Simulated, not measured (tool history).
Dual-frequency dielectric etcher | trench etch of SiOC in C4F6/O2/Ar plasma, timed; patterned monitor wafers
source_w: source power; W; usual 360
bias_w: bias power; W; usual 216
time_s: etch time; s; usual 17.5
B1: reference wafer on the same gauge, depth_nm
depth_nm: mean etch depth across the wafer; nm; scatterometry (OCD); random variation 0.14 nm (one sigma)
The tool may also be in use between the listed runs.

run 1 hour=0.0 | source_w=360 bias_w=216 time_s=17.5 | B1=35.63 | depth_nm=36.72
run 2 hour=28.7 | source_w=360 bias_w=216 time_s=17.5 | B1=35.66 | depth_nm=36.62
-- hour=118.3 wet clean of the chamber
run 3 hour=229.7 | source_w=360 bias_w=216 time_s=17.5 | B1=35.72 | depth_nm=36.42
run 4 hour=280.9 | source_w=360 bias_w=216 time_s=17.5 | B1=35.69 | depth_nm=36.64
run 5 hour=305.3 | source_w=360 bias_w=216 time_s=17.5 | B1=35.69 | depth_nm=36.76
run 6 hour=345.2 | source_w=360 bias_w=216 time_s=17.5 | B1=35.72 | depth_nm=36.73
-- hour=362.2 gauge calibrated
run 7 hour=371.9 | source_w=360 bias_w=216 time_s=17.5 | B1=35.70 | depth_nm=36.42
run 8 hour=411.1 | source_w=360 bias_w=216 time_s=17.5 | B1=35.67 | depth_nm=36.41
run 9 hour=454.2 | source_w=360 bias_w=216 time_s=17.5 | B1=35.74 | depth_nm=36.46
run 10 hour=520.5 | source_w=360 bias_w=216 time_s=19.5 | B1=35.65 | depth_nm=40.74
run 11 hour=590.7 | source_w=280 bias_w=163 time_s=15.5 | B1=35.71 | depth_nm=25.48
run 12 hour=656.7 | source_w=450 bias_w=270 time_s=19.0 | B1=35.72 | depth_nm=47.88
-- hour=696.5 wet clean of the chamber
run 13 hour=701.1 | source_w=360 bias_w=199 time_s=17.5 | B1=35.71 | depth_nm=35.07
-- hour=761.0 source power generator calibrated
-- hour=782.6 upper electrode replaced
run 14 hour=812.2 | source_w=360 bias_w=216 time_s=12.5 | B1=35.70 | depth_nm=26.62
run 15 hour=852.3 | source_w=330 bias_w=263 time_s=14.0 | B1=35.71 | depth_nm=31.49
run 16 hour=914.7 | source_w=360 bias_w=268 time_s=17.5 | B1=35.69 | depth_nm=41.23
run 17 hour=968.8 | source_w=300 bias_w=176 time_s=13.0 | B1=35.67 | depth_nm=23.42
-- hour=1115.9 bias power generator calibrated
run 18 hour=1169.3 | source_w=400 bias_w=193 time_s=14.0 | B1=35.71 | depth_nm=29.26
run 19 hour=1209.8 | source_w=310 bias_w=235 time_s=15.0 | B1=35.70 | depth_nm=30.76
run 20 hour=1257.4 | source_w=360 bias_w=216 time_s=20.0 | B1=35.70 | depth_nm=42.17
run 21 hour=1281.9 | source_w=360 bias_w=216 time_s=17.5 | B1=35.70 | depth_nm=36.92
-- hour=1322.4 wet clean of the chamber
run 22 hour=1347.5 | source_w=330 bias_w=256 time_s=19.0 | B1=35.74 | depth_nm=41.35
run 23 hour=1375.5 | source_w=420 bias_w=216 time_s=17.5 | B1=35.75 | depth_nm=39.54
run 24 hour=1413.4 | source_w=270 bias_w=260 time_s=20.0 | B1=35.69 | depth_nm=40.67
run 25 hour=1483.3 | source_w=440 bias_w=236 time_s=14.5 | B1=35.72 | depth_nm=34.65
run 26 hour=1524.6 | source_w=270 bias_w=216 time_s=17.5 | B1=35.70 | depth_nm=32.68
run 27 hour=1549.7 | source_w=360 bias_w=216 time_s=17.5 | B1=35.75 | depth_nm=37.20
-- hour=1579.6 gauge calibrated
run 28 hour=1609.7 | source_w=360 bias_w=169 time_s=16.0 | B1=35.72 | depth_nm=30.52
run 29 hour=1645.0 | source_w=280 bias_w=251 time_s=16.0 | B1=35.71 | depth_nm=32.52

Forecast each of these 5 alternatives for the next run:
run A hour=1645.4 | source_w=360 bias_w=165 time_s=17.5 | B1=? | depth_nm=?
run B hour=1645.4 | source_w=330 bias_w=258 time_s=14.0 | B1=? | depth_nm=?
run C hour=1645.4 | source_w=360 bias_w=168 time_s=17.5 | B1=? | depth_nm=?
run D hour=1645.4 | source_w=360 bias_w=168 time_s=13.0 | B1=? | depth_nm=?
run E hour=1645.4 | source_w=400 bias_w=269 time_s=21.0 | B1=? | depth_nm=?

run=A B1=35.73 depth_nm=32.73
run=B B1=35.73 depth_nm=30.72
run=C B1=35.73 depth_nm=32.99
run=D B1=35.73 depth_nm=24.51
run=E B1=35.73 depth_nm=50.85
Without the tool's hidden state the same runs would have given:
run=A depth_nm=32.38
run=B depth_nm=30.35
run=C depth_nm=32.64
run=D depth_nm=24.25
run=E depth_nm=50.23

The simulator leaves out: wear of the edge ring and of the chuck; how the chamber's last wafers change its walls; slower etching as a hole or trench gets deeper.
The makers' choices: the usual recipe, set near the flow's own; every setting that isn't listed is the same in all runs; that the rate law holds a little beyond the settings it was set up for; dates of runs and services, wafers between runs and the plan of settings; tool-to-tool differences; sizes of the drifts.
